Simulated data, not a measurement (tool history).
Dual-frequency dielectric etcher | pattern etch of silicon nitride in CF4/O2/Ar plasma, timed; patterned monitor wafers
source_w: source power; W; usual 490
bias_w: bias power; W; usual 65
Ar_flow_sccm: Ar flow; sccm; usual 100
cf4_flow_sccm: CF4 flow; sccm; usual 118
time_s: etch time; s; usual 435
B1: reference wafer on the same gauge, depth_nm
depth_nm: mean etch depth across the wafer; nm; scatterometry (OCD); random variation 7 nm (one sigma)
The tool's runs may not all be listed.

Run 1, hour 0: usual settings but Ar_flow_sccm 109 sccm, cf4_flow_sccm 137 sccm; B1 1139.2. Result: depth_nm 1004.5 nm.
Run 2, hour 78.2: usual settings but source_w 450 W, cf4_flow_sccm 96 sccm; B1 1139.6. Result: depth_nm 890.5 nm.
Run 3, hour 129: usual settings but Ar_flow_sccm 116 sccm, time_s 323 s; B1 1140.3. Result: depth_nm 721.7 nm.
At hour 205.7: wet clean of the chamber.
Run 4, hour 226.2: usual settings; B1 1139.3. Result: depth_nm 1028 nm.
Run 5, hour 311.6: usual settings but Ar_flow_sccm 120 sccm, time_s 330 s; B1 1140.3. Result: depth_nm 760.9 nm.
At hour 335.4: Ar flow controller replaced.
Run 6, hour 355.5: usual settings; B1 1139.4. Result: depth_nm 1018.7 nm.
Run 7, hour 423.8: usual settings but source_w 550 W, bias_w 58 W, cf4_flow_sccm 97 sccm, time_s 503.5 s; B1 1139.9. Result: depth_nm 1255.4 nm.
Run 8, hour 468.1: usual settings but Ar_flow_sccm 114 sccm; B1 1138.5. Result: depth_nm 1006.6 nm.
Run 9, hour 558.1: usual settings but bias_w 58 W, Ar_flow_sccm 92 sccm, cf4_flow_sccm 140 sccm; B1 1139.3. Result: depth_nm 1005.4 nm.
At hour 575.6: gauge calibrated.
Run 10, hour 643: usual settings but bias_w 74 W; B1 1139.4. Result: depth_nm 1054 nm.

Run 11 comes next. What will it give?
At hour 877.1: wet clean of the chamber.
Run 11, hour 933.4: usual settings; B1 ?. Result: depth_nm ?.

Run 11 gave B1 1140.4, depth_nm 1026.8 nm.
Without the tool's hidden state the same run would have given depth_nm 1032.8 nm.

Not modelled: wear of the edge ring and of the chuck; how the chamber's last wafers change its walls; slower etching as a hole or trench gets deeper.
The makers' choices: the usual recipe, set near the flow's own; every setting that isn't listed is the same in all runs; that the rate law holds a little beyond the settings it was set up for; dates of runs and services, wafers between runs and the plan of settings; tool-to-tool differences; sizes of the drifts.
